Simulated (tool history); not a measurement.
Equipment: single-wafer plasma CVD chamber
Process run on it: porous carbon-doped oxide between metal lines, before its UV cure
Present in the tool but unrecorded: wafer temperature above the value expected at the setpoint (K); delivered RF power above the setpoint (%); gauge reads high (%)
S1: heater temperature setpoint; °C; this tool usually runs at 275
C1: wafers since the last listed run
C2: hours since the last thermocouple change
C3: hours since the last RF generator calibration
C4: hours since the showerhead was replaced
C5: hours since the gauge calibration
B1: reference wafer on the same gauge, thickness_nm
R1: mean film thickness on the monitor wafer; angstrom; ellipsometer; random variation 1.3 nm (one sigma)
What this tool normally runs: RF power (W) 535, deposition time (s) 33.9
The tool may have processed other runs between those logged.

run 1 hour=0 | S1=275 RF_power_(W)=535 deposition_time_(s)=33.9 | C1=0 C2=249.5 C3=1349.8 C4=5609.5 C5=237 | B1=227.974 | R1=2167.16
-- hour=80.4 RF generator calibrated
run 2 hour=103.1 | S1=275 RF_power_(W)=535 deposition_time_(s)=33.9 | C1=1238 C2=352.6 C3=22.7 C4=5712.6 C5=340.1 | B1=227.586 | R1=2256.96
run 3 hour=191.3 | S1=275 RF_power_(W)=535 deposition_time_(s)=33.9 | C1=1148 C2=440.8 C3=110.9 C4=5800.8 C5=428.3 | B1=228.193 | R1=2258.55
run 4 hour=229.8 | S1=275 RF_power_(W)=535 deposition_time_(s)=29.2 | C1=501 C2=479.3 C3=149.4 C4=5839.3 C5=466.8 | B1=228.53 | R1=1956.5
run 5 hour=291.3 | S1=275 RF_power_(W)=535 deposition_time_(s)=29.2 | C1=800 C2=540.8 C3=210.9 C4=5900.8 C5=528.3 | B1=228.034 | R1=1957.44
run 6 hour=376.8 | S1=275 RF_power_(W)=535 deposition_time_(s)=33.9 | C1=1113 C2=626.3 C3=296.4 C4=5986.3 C5=613.8 | B1=227.821 | R1=2264.42
run 7 hour=454.9 | S1=275 RF_power_(W)=565 deposition_time_(s)=33.9 | C1=1016 C2=704.4 C3=374.5 C4=6064.4 C5=691.9 | B1=227.633 | R1=2331.11
run 8 hour=508.7 | S1=275 RF_power_(W)=565 deposition_time_(s)=33.9 | C1=700 C2=758.2 C3=428.3 C4=6118.2 C5=745.7 | B1=228.661 | R1=2332.46
run 9 hour=556.5 | S1=275 RF_power_(W)=565 deposition_time_(s)=33.9 | C1=622 C2=806 C3=476.1 C4=6166 C5=793.5 | B1=227.924 | R1=2315.09
-- hour=633.1 showerhead replaced
run 10 hour=851.7 | S1=275 RF_power_(W)=535 deposition_time_(s)=33.9 | C1=3738 C2=1101.2 C3=771.3 C4=218.6 C5=1088.7 | B1=227.446 | R1=2196.81
run 11 hour=927.9 | S1=275 RF_power_(W)=535 deposition_time_(s)=33.9 | C1=992 C2=1177.4 C3=847.5 C4=294.8 C5=1164.9 | B1=228.548 | R1=2163.42
run 12 hour=1019 | S1=275 RF_power_(W)=535 deposition_time_(s)=33.9 | C1=1186 C2=1268.5 C3=938.6 C4=385.9 C5=1256 | B1=227.691 | R1=2142.37
run 13 hour=1097.8 | S1=285 RF_power_(W)=635 deposition_time_(s)=33.9 | C1=1025 C2=1347.3 C3=1017.4 C4=464.7 C5=1334.8 | B1=228.348 | R1=2242.55
-- hour=1157.7 thermocouple changed; heater temperature recalibrated
run 14 hour=1197.6 | S1=275 RF_power_(W)=605 deposition_time_(s)=39.7 | C1=1195 C2=39.9 C3=1117.2 C4=564.5 C5=1434.6 | B1=227.67 | R1=2795.92
-- hour=1242.1 RF generator calibrated
run 15 hour=1277.7 | S1=275 RF_power_(W)=570 deposition_time_(s)=35.6 | C1=938 C2=120 C3=35.6 C4=644.6 C5=1514.7 | B1=228.033 | R1=2496.65
run 16 hour=1344.4 | S1=275 RF_power_(W)=580 deposition_time_(s)=33.9 | C1=868 C2=186.7 C3=102.3 C4=711.3 C5=1581.4 | B1=228.008 | R1=2431.9
run 17 hour=1388.4 | S1=282 RF_power_(W)=600 deposition_time_(s)=33.9 | C1=572 C2=230.7 C3=146.3 C4=755.3 C5=1625.4 | B1=228.082 | R1=2342.15
run 18 hour=1440.9 | S1=275 RF_power_(W)=535 deposition_time_(s)=33.9 | C1=683 C2=283.2 C3=198.8 C4=807.8 C5=1677.9 | B1=228.355 | R1=2288.46
run 19 hour=1510.1 | S1=280 RF_power_(W)=535 deposition_time_(s)=33.9 | C1=900 C2=352.4 C3=268 C4=877 C5=1747.1 | B1=227.89 | R1=2188.95
run 20 hour=1589.3 | S1=275 RF_power_(W)=535 deposition_time_(s)=33.9 | C1=1031 C2=431.6 C3=347.2 C4=956.2 C5=1826.3 | B1=228.34 | R1=2271.79
-- hour=1652.4 gauge calibrated
run 21 hour=1664.9 | S1=261 RF_power_(W)=535 deposition_time_(s)=33.9 | C1=984 C2=507.2 C3=422.8 C4=1031.8 C5=12.5 | B1=227.701 | R1=2501.91
run 22 hour=1711.7 | S1=282 RF_power_(W)=625 deposition_time_(s)=40.2 | C1=609 C2=554 C3=469.6 C4=1078.6 C5=59.3 | B1=227.966 | R1=2830.7
run 23 hour=1818.2 | S1=275 RF_power_(W)=535 deposition_time_(s)=33.9 | C1=1386 C2=660.5 C3=576.1 C4=1185.1 C5=165.8 | B1=228.307 | R1=2253.47
run 24 hour=1919.6 | S1=275 RF_power_(W)=455 deposition_time_(s)=29.8 | C1=1320 C2=761.9 C3=677.5 C4=1286.5 C5=267.2 | B1=227.372 | R1=1745.67
run 25 hour=2103.7 | S1=275 RF_power_(W)=570 deposition_time_(s)=35.6 | C1=2396 C2=946 C3=861.6 C4=1470.6 C5=451.3 | B1=228.115 | R1=2417.79
run 26 hour=2151.5 | S1=275 RF_power_(W)=450 deposition_time_(s)=36.4 | C1=622 C2=993.8 C3=909.4 C4=1518.4 C5=499.1 | B1=227.854 | R1=2057.21
run 27 hour=2229.7 | S1=275 RF_power_(W)=580 deposition_time_(s)=33.9 | C1=1018 C2=1072 C3=987.6 C4=1596.6 C5=577.3 | B1=228.361 | R1=2290.26
run 28 hour=2270.8 | S1=275 RF_power_(W)=470 deposition_time_(s)=30.1 | C1=535 C2=1113.1 C3=1028.7 C4=1637.7 C5=618.4 | B1=228.013 | R1=1756.95
run 29 hour=2373 | S1=275 RF_power_(W)=460 deposition_time_(s)=33.9 | C1=1330 C2=1215.3 C3=1130.9 C4=1739.9 C5=720.6 | B1=228.256 | R1=1906.16
run 30 hour=2453.4 | S1=275 RF_power_(W)=500 deposition_time_(s)=31 | C1=1046 C2=1295.7 C3=1211.3 C4=1820.3 C5=801 | B1=228.069 | R1=1851.76
-- hour=2506.6 thermocouple changed; heater temperature recalibrated
run 31 hour=2518.6 | S1=267 RF_power_(W)=630 deposition_time_(s)=39.4 | C1=744 C2=12 C3=1276.5 C4=1885.5 C5=866.2 | B1=227.986 | R1=3042.89
run 32 hour=2564.2 | S1=275 RF_power_(W)=535 deposition_time_(s)=33.9 | C1=593 C2=57.6 C3=1322.1 C4=1931.1 C5=911.8 | B1=227.735 | R1=2178.15
run 33 hour=2630.2 | S1=269 RF_power_(W)=600 deposition_time_(s)=33.9 | C1=859 C2=123.6 C3=1388.1 C4=1997.1 C5=977.8 | B1=228.098 | R1=2466.22
run 34 hour=2700.2 | S1=264 RF_power_(W)=430 deposition_time_(s)=38.3 | C1=911 C2=193.6 C3=1458.1 C4=2067.1 C5=1047.8 | B1=227.401 | R1=2227.84
-- hour=2740.7 RF generator calibrated
run 35 hour=2770 | S1=275 RF_power_(W)=535 deposition_time_(s)=33.9 | C1=804 C2=263.4 C3=29.3 C4=2136.9 C5=1117.6 | B1=228.211 | R1=2264.39

Alternative continuations, all from the tool just after run 35; predict every row:
run A hour=2770.4 | S1=275 RF_power_(W)=535 deposition_time_(s)=33.9 | C1=5 C2=263.8 C3=29.7 C4=2137.3 C5=1118 | B1=? | R1=?
run B hour=2770.4 | S1=271 RF_power_(W)=430 deposition_time_(s)=33.9 | C1=5 C2=263.8 C3=29.7 C4=2137.3 C5=1118 | B1=? | R1=?
run C hour=2770.4 | S1=282 RF_power_(W)=480 deposition_time_(s)=32.1 | C1=5 C2=263.8 C3=29.7 C4=2137.3 C5=1118 | B1=? | R1=?

run=A B1=228.057 R1=2282.89
run=B B1=228.057 R1=1979.67
run=C B1=228.057 R1=1898.84
The same runs, with their run-to-run variation unchanged, on a tool lacking any hidden condition would have given:
run=A R1=2297.12
run=B R1=1995.29
run=C R1=1911.26
